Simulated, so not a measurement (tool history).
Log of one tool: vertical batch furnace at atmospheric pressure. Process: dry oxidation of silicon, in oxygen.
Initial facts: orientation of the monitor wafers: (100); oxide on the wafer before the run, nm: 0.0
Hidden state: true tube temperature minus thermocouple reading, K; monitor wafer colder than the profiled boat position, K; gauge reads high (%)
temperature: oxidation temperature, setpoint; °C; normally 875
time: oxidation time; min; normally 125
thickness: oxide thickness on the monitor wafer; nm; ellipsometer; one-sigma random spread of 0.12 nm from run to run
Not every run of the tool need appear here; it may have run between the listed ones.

run	hour	temperature	time	wafers since the last listed run	hours since the last temperature calibration	hours since the boat lift was adjusted	hours since the gauge calibration	read-back reference wafer on the same gauge, thickness	thickness
1	0	875	166.5	0	1416.5	5464.2	765.6	28.31	29.99
2	24.5	875	166.5	141	1441	5488.7	790.1	28.31	30.3
3	50	875	125	147	1466.5	5514.2	815.6	28.29	24.99
4	72.7	875	125	130	1489.2	5536.9	838.3	28.3	25.04
5	91.9	875	125	110	1508.4	5556.1	857.5	28.31	24.93
6	107.6	875	125	90	1524.1	5571.8	873.2	28.27	25.21
7	129.3	875	125	125	1545.8	5593.5	894.9	28.32	25.02
8	156.9	875	125	159	1573.4	5621.1	922.5	28.33	25.16
9	176.1	875	125	110	1592.6	5640.3	941.7	28.31	25.19
# hour 203.1: gauge calibrated
# hour 208.8: boat lift adjusted
10	209.3	875	125	53	1625.8	0.5	6.2	28.33	25.25
11	215.8	875	125	37	1632.3	7	12.7	28.29	25.21
12	230.4	875	125	84	1646.9	21.6	27.3	28.28	25.17
13	246.7	875	167.5	93	1663.2	37.9	43.6	28.33	30.58
14	284.5	875	167.5	217	1701	75.7	81.4	28.28	30.81
# hour 310.9: thermocouples replaced and temperature profile calibrated
15	311.4	883	125	16	0.5	102.6	108.3	28.28	26.55
16	317.9	883	125	37	7	109.1	114.8	28.28	26.41
17	328.5	875	165.5	61	17.6	119.7	125.4	28.31	29.22
18	346.8	875	165.5	105	35.9	138	143.7	28.27	29.38
19	357	875	125	58	46.1	148.2	153.9	28.32	24.24
20	377.9	866	183	120	67	169.1	174.8	28.31	28.47
21	405.9	893	104.5	161	95	197.1	202.8	28.31	25.95
22	420.8	875	145.5	85	109.9	212	217.7	28.29	26.87
23	434.8	875	173.5	80	123.9	226	231.7	28.29	30.28
24	456.2	875	125	123	145.3	247.4	253.1	28.3	24.35
25	474.7	875	100.5	106	163.8	265.9	271.6	28.32	21.13
26	495.7	867	80	121	184.8	286.9	292.6	28.29	16.69
27	520	875	63	140	209.1	311.2	316.9	28.31	15.38
28	533	858	180.5	74	222.1	324.2	329.9	28.28	25.74
29	543.1	875	91	58	232.2	334.3	340	28.29	19.79
30	566.4	898	165.5	134	255.5	357.6	363.3	28.27	37.75
31	594.5	885	171	161	283.6	385.7	391.4	28.31	33.11
32	619.9	861	125	146	309	411.1	416.8	28.28	20.93
33	635.4	875	125	89	324.5	426.6	432.3	28.31	24.43
34	661.8	875	125	152	350.9	453	458.7	28.3	24.52
35	674.8	887	70.5	74	363.9	466	471.7	28.29	18.87
36	700.4	875	125	147	389.5	491.6	497.3	28.3	24.35
37	710.5	865	163.5	58	399.6	501.7	507.4	28.29	26.09
38	730.8	875	125	117	419.9	522	527.7	28.32	24.49
39	751.3	868	170.5	118	440.4	542.5	548.2	28.3	27.81
40	778.1	875	125	154	467.2	569.3	575	28.34	24.32

Alternative continuations, all from the tool just after run 40; predict every row:
A	784.8	875	158.5	38	473.9	576	581.7	?	?
B	784.8	885	73	38	473.9	576	581.7	?	?
C	784.8	854	158.5	38	473.9	576	581.7	?	?

run	read-back reference wafer on the same gauge, thickness	thickness
A	28.29	28.3
B	28.29	18.85
C	28.29	22.54
With no hidden state in the tool, these same runs would have given:
run	thickness
A	27.99
B	18.64
C	22.28

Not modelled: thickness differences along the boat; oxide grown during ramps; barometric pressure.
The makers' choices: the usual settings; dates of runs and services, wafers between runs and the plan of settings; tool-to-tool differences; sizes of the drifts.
